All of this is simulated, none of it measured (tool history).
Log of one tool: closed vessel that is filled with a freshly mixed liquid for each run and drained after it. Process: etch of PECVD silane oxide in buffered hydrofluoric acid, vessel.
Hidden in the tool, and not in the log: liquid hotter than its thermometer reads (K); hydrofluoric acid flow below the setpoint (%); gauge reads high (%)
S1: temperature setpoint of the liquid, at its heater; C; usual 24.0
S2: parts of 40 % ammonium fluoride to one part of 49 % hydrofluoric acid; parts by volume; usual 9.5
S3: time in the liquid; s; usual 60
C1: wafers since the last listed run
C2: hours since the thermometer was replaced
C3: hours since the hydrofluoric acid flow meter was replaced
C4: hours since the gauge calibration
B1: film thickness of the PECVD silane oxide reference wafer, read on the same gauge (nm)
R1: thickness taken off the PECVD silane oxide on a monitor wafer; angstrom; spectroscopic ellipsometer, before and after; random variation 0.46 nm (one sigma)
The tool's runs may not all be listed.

run,hour,S1,S2,S3,C1,C2,C3,C4,B1,R1
1,0.0,24.0,9.5,60,0,606.2,1166.5,1863.4,59.95,1106.2
2,49.7,24.0,9.5,60,6327,655.9,1216.2,1913.1,59.98,1102.4
3,156.4,24.0,9.5,60,13585,762.6,1322.9,2019.8,60.00,1094.5
4,221.0,24.0,9.5,60,8225,827.2,1387.5,2084.4,59.97,1100.5
5,289.7,24.0,9.5,60,8747,895.9,1456.2,2153.1,60.01,1104.5
6,337.6,24.0,9.5,60,6098,943.8,1504.1,2201.0,59.99,1096.7
7,418.1,24.0,9.5,60,10249,1024.3,1584.6,2281.5,60.02,1093.4
8,501.7,24.0,9.5,60,10644,1107.9,1668.2,2365.1,60.02,1089.5
9,540.4,24.0,12.5,60,4927,1146.6,1706.9,2403.8,60.01,840.3
10,616.6,21.0,9.5,60,9702,1222.8,1783.1,2480.0,60.00,926.4
11,687.4,21.0,9.5,60,9014,1293.6,1853.9,2550.8,59.99,923.6
# hour 694.4: hydrofluoric acid flow meter replaced
12,735.6,21.0,9.5,60,6009,1341.8,41.2,2599.0,60.03,949.7
13,792.0,24.0,9.5,60,7181,1398.2,97.6,2655.4,60.00,1108.9
14,832.4,28.5,11.5,60,5143,1438.6,138.0,2695.8,59.97,1197.2
15,938.2,26.5,9.5,85,13470,1544.4,243.8,2801.6,60.00,1794.0
16,1007.3,24.0,9.5,60,8798,1613.5,312.9,2870.7,60.02,1114.1
17,1065.7,29.0,11.0,60,7435,1671.9,371.3,2929.1,60.00,1269.4
18,1305.4,24.0,9.5,60,30519,1911.6,611.0,3168.8,59.98,1108.7
19,1398.1,24.0,9.5,60,11802,2004.3,703.7,3261.5,60.00,1100.1
20,1506.8,24.0,11.0,35,13840,2113.0,812.4,3370.2,60.00,567.5
21,1567.7,21.5,6.5,85,7754,2173.9,873.3,3431.1,59.99,1970.4
# hour 1628.8: thermometer replaced
22,1657.3,27.5,11.5,60,11280,28.5,962.9,3520.7,60.05,1121.8
23,1727.3,20.5,10.5,95,8912,98.5,1032.9,3590.7,60.01,1310.7
24,1771.4,27.0,7.5,50,5614,142.6,1077.0,3634.8,59.99,1343.9
# hour 1831.5: gauge calibrated
25,1864.9,26.0,13.0,85,11904,236.1,1170.5,33.4,60.01,1288.2
26,1918.9,24.0,9.5,50,6875,290.1,1224.5,87.4,59.97,916.6
27,2131.6,28.0,9.5,60,27081,502.8,1437.2,300.1,60.00,1359.0
28,2207.5,24.0,9.5,60,9663,578.7,1513.1,376.0,59.99,1091.9
29,2293.0,24.0,9.5,60,10886,664.2,1598.6,461.5,59.97,1100.4
30,2388.3,28.0,11.0,80,12133,759.5,1693.9,556.8,59.99,1563.8
31,2479.7,20.0,11.5,50,11637,850.9,1785.3,648.2,60.02,610.6
32,2539.2,24.0,7.0,90,7575,910.4,1844.8,707.7,60.01,2189.1

How the hidden state differs across the entries between the runs, from the last listed run before each to the first after it:
Between runs 11 and 12: hydrofluoric acid flow meter replaced (hour 694.4)
  hydrofluoric acid flow below the setpoint (%): 3.54 -> 0.522
  measured less the result without the state, R1: -21.2 -> -3.1 angstrom
Between runs 21 and 22: thermometer replaced (hour 1628.8)
  hydrofluoric acid flow below the setpoint (%): 1.87 -> 2.01
  measured less the result without the state, R1: -32.6 -> -22.4 angstrom
Between runs 24 and 25: gauge calibrated (hour 1831.5)
  hydrofluoric acid flow below the setpoint (%): 2.2 -> 2.35
  measured less the result without the state, R1: -32.8 -> -30.4 angstrom

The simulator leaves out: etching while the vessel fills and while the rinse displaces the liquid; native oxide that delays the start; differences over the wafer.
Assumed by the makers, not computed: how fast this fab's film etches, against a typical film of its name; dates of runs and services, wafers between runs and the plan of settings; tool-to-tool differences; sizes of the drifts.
